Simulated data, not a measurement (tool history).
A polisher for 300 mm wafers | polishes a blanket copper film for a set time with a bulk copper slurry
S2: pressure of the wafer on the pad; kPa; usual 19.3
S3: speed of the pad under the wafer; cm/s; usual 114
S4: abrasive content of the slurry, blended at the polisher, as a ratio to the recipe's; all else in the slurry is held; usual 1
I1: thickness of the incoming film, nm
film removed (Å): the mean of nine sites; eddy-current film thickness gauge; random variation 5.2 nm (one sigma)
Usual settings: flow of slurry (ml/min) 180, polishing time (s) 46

run 1 day=0 | flow_of_slurry_(ml/min)=180 S2=19.3 S3=114 S4=1 polishing_time_(s)=46 | I1=2287.6 | film_removed_(Å)=4388
run 2 day=1.471 | flow_of_slurry_(ml/min)=180 S2=19.3 S3=114 S4=1 polishing_time_(s)=46 | I1=2266.3 | film_removed_(Å)=4292
run 3 day=2.642 | flow_of_slurry_(ml/min)=180 S2=19.3 S3=114 S4=1 polishing_time_(s)=46 | I1=2276.4 | film_removed_(Å)=4381
run 4 day=3.871 | flow_of_slurry_(ml/min)=180 S2=19.3 S3=114 S4=1 polishing_time_(s)=46 | I1=2277.1 | film_removed_(Å)=4261
-- day=4.175 worn pad replaced by a new one
run 5 day=4.583 | flow_of_slurry_(ml/min)=180 S2=19.3 S3=114 S4=1 polishing_time_(s)=46 | I1=2271.4 | film_removed_(Å)=4409
run 6 day=5.688 | flow_of_slurry_(ml/min)=115 S2=19.3 S3=114 S4=1 polishing_time_(s)=46 | I1=2295.7 | film_removed_(Å)=4188
run 7 day=6.804 | flow_of_slurry_(ml/min)=180 S2=19.3 S3=114 S4=0.9 polishing_time_(s)=46 | I1=2319.6 | film_removed_(Å)=4360
run 8 day=7.962 | flow_of_slurry_(ml/min)=155 S2=13.8 S3=76 S4=1 polishing_time_(s)=46 | I1=2273.9 | film_removed_(Å)=2121
-- day=8.354 head pressure recalibrated
-- day=8.462 slurry nozzle cleaned
run 9 day=8.679 | flow_of_slurry_(ml/min)=180 S2=19.3 S3=114 S4=1 polishing_time_(s)=46 | I1=2269.3 | film_removed_(Å)=4237
run 10 day=10.071 | flow_of_slurry_(ml/min)=180 S2=19.3 S3=114 S4=0.85 polishing_time_(s)=46 | I1=2340.6 | film_removed_(Å)=4158
run 11 day=10.9 | flow_of_slurry_(ml/min)=180 S2=19.3 S3=114 S4=1 polishing_time_(s)=46 | I1=2265.1 | film_removed_(Å)=4379
run 12 day=12.308 | flow_of_slurry_(ml/min)=180 S2=19.3 S3=84 S4=1 polishing_time_(s)=37 | I1=2287.6 | film_removed_(Å)=2571
-- day=13.179 worn pad replaced by a new one
run 13 day=13.2 | flow_of_slurry_(ml/min)=135 S2=12.4 S3=114 S4=0.8 polishing_time_(s)=33 | I1=2306.7 | film_removed_(Å)=1839
run 14 day=14.2 | flow_of_slurry_(ml/min)=180 S2=25.5 S3=114 S4=1 polishing_time_(s)=61 | I1=2294.5 | film_removed_(Å)=7600
run 15 day=15.042 | flow_of_slurry_(ml/min)=180 S2=15.9 S3=114 S4=1.1 polishing_time_(s)=46 | I1=2250.5 | film_removed_(Å)=3702
-- day=15.783 slurry blender recalibrated
run 16 day=16.162 | flow_of_slurry_(ml/min)=180 S2=24.8 S3=90 S4=1.15 polishing_time_(s)=51 | I1=2299.1 | film_removed_(Å)=5105
run 17 day=17.062 | flow_of_slurry_(ml/min)=180 S2=14.5 S3=144 S4=1 polishing_time_(s)=46 | I1=2299.2 | film_removed_(Å)=4155
run 18 day=17.958 | flow_of_slurry_(ml/min)=240 S2=19.3 S3=150 S4=1 polishing_time_(s)=42 | I1=2318.7 | film_removed_(Å)=5567
-- day=18.346 slurry nozzle cleaned
run 19 day=19.1 | flow_of_slurry_(ml/min)=155 S2=16.5 S3=114 S4=0.8 polishing_time_(s)=39 | I1=2285.9 | film_removed_(Å)=3018
run 20 day=19.954 | flow_of_slurry_(ml/min)=125 S2=16.5 S3=114 S4=1 polishing_time_(s)=46 | I1=2312.7 | film_removed_(Å)=3667
run 21 day=20.788 | flow_of_slurry_(ml/min)=180 S2=19.3 S3=114 S4=1 polishing_time_(s)=46 | I1=2302.3 | film_removed_(Å)=4533
run 22 day=21.662 | flow_of_slurry_(ml/min)=180 S2=19.3 S3=114 S4=1 polishing_time_(s)=33 | I1=2304.5 | film_removed_(Å)=3272
run 23 day=22.329 | flow_of_slurry_(ml/min)=180 S2=19.3 S3=148 S4=1 polishing_time_(s)=46 | I1=2297.4 | film_removed_(Å)=6009
-- day=23.088 worn pad replaced by a new one
run 24 day=23.688 | flow_of_slurry_(ml/min)=115 S2=19.3 S3=114 S4=0.8 polishing_time_(s)=46 | I1=2286 | film_removed_(Å)=4042
run 25 day=24.242 | flow_of_slurry_(ml/min)=180 S2=19.3 S3=154 S4=1 polishing_time_(s)=46 | I1=2280.1 | film_removed_(Å)=6355
run 26 day=25.3 | flow_of_slurry_(ml/min)=160 S2=15.2 S3=114 S4=0.85 polishing_time_(s)=31 | I1=2300.3 | film_removed_(Å)=2401
run 27 day=26.046 | flow_of_slurry_(ml/min)=115 S2=19.3 S3=114 S4=1 polishing_time_(s)=46 | I1=2281.5 | film_removed_(Å)=4379
run 28 day=27.096 | flow_of_slurry_(ml/min)=180 S2=19.3 S3=114 S4=1 polishing_time_(s)=46 | I1=2295.7 | film_removed_(Å)=4634
-- day=27.45 head pressure recalibrated
run 29 day=27.821 | flow_of_slurry_(ml/min)=180 S2=22.1 S3=114 S4=1 polishing_time_(s)=42 | I1=2298.4 | film_removed_(Å)=4297

Hidden state or all else? Some run-to-run changes of film removed (Å), split into what the settings, what came in and random variation would give without the hidden state, and what is left for the hidden state (with any gauge scatter that isn't in both results):
The hidden state here: removal rate lost through wear of the pad, %; slurry flow missing at the pad, %; deviation of the head's pressure from its setpoint, %; abrasive missing from the slurry, %.
Run 13 -> 14: flow of slurry (ml/min) 135 -> 180, S2 12.4 -> 25.5, S4 0.8 -> 1, polishing time (s) 33 -> 61. film removed (Å) +5761: hidden state +220, all else +5541.
Run 25 -> 26: flow of slurry (ml/min) 180 -> 160, S2 19.3 -> 15.2, S3 154 -> 114, S4 1 -> 0.85, polishing time (s) 46 -> 31. film removed (Å) -3954: hidden state -317, all else -3637.
Run 28 -> 29: S2 19.3 -> 22.1, polishing time (s) 46 -> 42, head pressure recalibrated. film removed (Å) -337: hidden state -578, all else +241.
